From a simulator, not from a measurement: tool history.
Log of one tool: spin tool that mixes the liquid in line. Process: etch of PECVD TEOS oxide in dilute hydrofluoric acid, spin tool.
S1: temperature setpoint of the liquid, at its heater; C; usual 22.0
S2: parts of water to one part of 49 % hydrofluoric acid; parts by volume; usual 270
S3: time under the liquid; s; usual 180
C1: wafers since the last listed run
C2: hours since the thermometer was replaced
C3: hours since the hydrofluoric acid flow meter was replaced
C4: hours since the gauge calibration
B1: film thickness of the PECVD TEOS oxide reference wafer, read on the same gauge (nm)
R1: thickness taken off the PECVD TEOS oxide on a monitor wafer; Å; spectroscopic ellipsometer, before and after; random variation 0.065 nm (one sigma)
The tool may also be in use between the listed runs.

{"run": 1, "day": 0.0, "S1": 22.0, "S2": 270, "S3": 180, "C1": 0, "C2": 840.0, "C3": 1564.4, "C4": 296.7, "B1": 140.02, "R1": 56.8}
{"run": 2, "day": 2.154, "S1": 22.0, "S2": 190, "S3": 180, "C1": 419, "C2": 891.7, "C3": 1616.1, "C4": 348.4, "B1": 139.99, "R1": 88.5}
{"day": 3.475, "done": "thermometer replaced"}
{"run": 3, "day": 4.346, "S1": 22.0, "S2": 190, "S3": 180, "C1": 418, "C2": 20.9, "C3": 1668.7, "C4": 401.0, "B1": 139.98, "R1": 96.6}
{"run": 4, "day": 6.738, "S1": 22.0, "S2": 190, "S3": 180, "C1": 465, "C2": 78.3, "C3": 1726.1, "C4": 458.4, "B1": 140.01, "R1": 95.2}
{"run": 5, "day": 9.283, "S1": 22.0, "S2": 240, "S3": 180, "C1": 495, "C2": 139.4, "C3": 1787.2, "C4": 519.5, "B1": 139.97, "R1": 70.2}
{"run": 6, "day": 10.846, "S1": 22.0, "S2": 240, "S3": 180, "C1": 304, "C2": 176.9, "C3": 1824.7, "C4": 557.0, "B1": 139.98, "R1": 70.0}
{"run": 7, "day": 13.379, "S1": 22.0, "S2": 240, "S3": 180, "C1": 493, "C2": 237.7, "C3": 1885.5, "C4": 617.8, "B1": 139.99, "R1": 68.8}
{"run": 8, "day": 15.846, "S1": 22.0, "S2": 270, "S3": 180, "C1": 480, "C2": 296.9, "C3": 1944.7, "C4": 677.0, "B1": 139.98, "R1": 59.2}
{"run": 9, "day": 18.867, "S1": 22.0, "S2": 270, "S3": 180, "C1": 588, "C2": 369.4, "C3": 2017.2, "C4": 749.5, "B1": 139.96, "R1": 57.7}
{"run": 10, "day": 20.829, "S1": 18.0, "S2": 270, "S3": 180, "C1": 382, "C2": 416.5, "C3": 2064.3, "C4": 796.6, "B1": 139.99, "R1": 50.4}
{"run": 11, "day": 23.725, "S1": 22.0, "S2": 365, "S3": 180, "C1": 564, "C2": 486.0, "C3": 2133.8, "C4": 866.1, "B1": 140.03, "R1": 38.6}
{"day": 24.842, "done": "hydrofluoric acid flow meter replaced"}
{"run": 12, "day": 26.304, "S1": 22.0, "S2": 365, "S3": 180, "C1": 494, "C2": 547.9, "C3": 35.1, "C4": 928.0, "B1": 139.99, "R1": 43.7}
{"run": 13, "day": 28.542, "S1": 22.0, "S2": 270, "S3": 285, "C1": 435, "C2": 601.6, "C3": 88.8, "C4": 981.7, "B1": 140.0, "R1": 102.0}
{"run": 14, "day": 29.567, "S1": 22.0, "S2": 270, "S3": 145, "C1": 199, "C2": 626.2, "C3": 113.4, "C4": 1006.3, "B1": 139.98, "R1": 52.2}
{"run": 15, "day": 31.671, "S1": 22.0, "S2": 270, "S3": 180, "C1": 409, "C2": 676.7, "C3": 163.9, "C4": 1056.8, "B1": 140.0, "R1": 64.0}
{"day": 31.988, "done": "gauge calibrated"}
{"run": 16, "day": 34.404, "S1": 27.0, "S2": 170, "S3": 115, "C1": 532, "C2": 742.3, "C3": 229.5, "C4": 58.0, "B1": 139.99, "R1": 84.9}
{"day": 35.175, "done": "thermometer replaced"}
{"run": 17, "day": 36.221, "S1": 22.0, "S2": 270, "S3": 285, "C1": 345, "C2": 25.1, "C3": 273.1, "C4": 101.6, "B1": 140.02, "R1": 105.9}
{"run": 18, "day": 38.179, "S1": 22.0, "S2": 270, "S3": 250, "C1": 381, "C2": 72.1, "C3": 320.1, "C4": 148.6, "B1": 139.97, "R1": 93.6}
{"run": 19, "day": 40.088, "S1": 22.0, "S2": 270, "S3": 180, "C1": 371, "C2": 117.9, "C3": 365.9, "C4": 194.4, "B1": 139.99, "R1": 65.8}
{"run": 20, "day": 42.654, "S1": 22.0, "S2": 240, "S3": 180, "C1": 500, "C2": 179.5, "C3": 427.5, "C4": 256.0, "B1": 139.99, "R1": 76.1}
{"run": 21, "day": 44.696, "S1": 20.0, "S2": 270, "S3": 180, "C1": 397, "C2": 228.5, "C3": 476.5, "C4": 305.0, "B1": 140.04, "R1": 60.8}
{"run": 22, "day": 47.133, "S1": 22.0, "S2": 270, "S3": 180, "C1": 474, "C2": 287.0, "C3": 535.0, "C4": 363.5, "B1": 140.0, "R1": 64.1}
{"run": 23, "day": 50.062, "S1": 25.5, "S2": 270, "S3": 180, "C1": 570, "C2": 357.3, "C3": 605.3, "C4": 433.8, "B1": 140.0, "R1": 72.6}
{"run": 24, "day": 52.642, "S1": 22.0, "S2": 270, "S3": 235, "C1": 502, "C2": 419.2, "C3": 667.2, "C4": 495.7, "B1": 140.02, "R1": 82.0}

Forecast each of these 4 alternatives for the next run:
{"run": "A", "day": 52.662, "S1": 22.0, "S2": 270, "S3": 180, "C1": 4, "C2": 419.7, "C3": 667.7, "C4": 496.2, "B1": "?", "R1": "?"}
{"run": "B", "day": 52.662, "S1": 25.0, "S2": 185, "S3": 180, "C1": 4, "C2": 419.7, "C3": 667.7, "C4": 496.2, "B1": "?", "R1": "?"}
{"run": "C", "day": 52.662, "S1": 22.0, "S2": 340, "S3": 220, "C1": 4, "C2": 419.7, "C3": 667.7, "C4": 496.2, "B1": "?", "R1": "?"}
{"run": "D", "day": 52.662, "S1": 19.0, "S2": 380, "S3": 225, "C1": 4, "C2": 419.7, "C3": 667.7, "C4": 496.2, "B1": "?", "R1": "?"}

run=A B1=140.01 R1=62.5
run=B B1=140.01 R1=111.3
run=C B1=140.01 R1=56.8
run=D B1=140.01 R1=45.1
Without the tool's hidden state the same runs would have given:
run=A R1=71.9
run=B R1=127.8
run=C R1=65.4
run=D R1=52.0
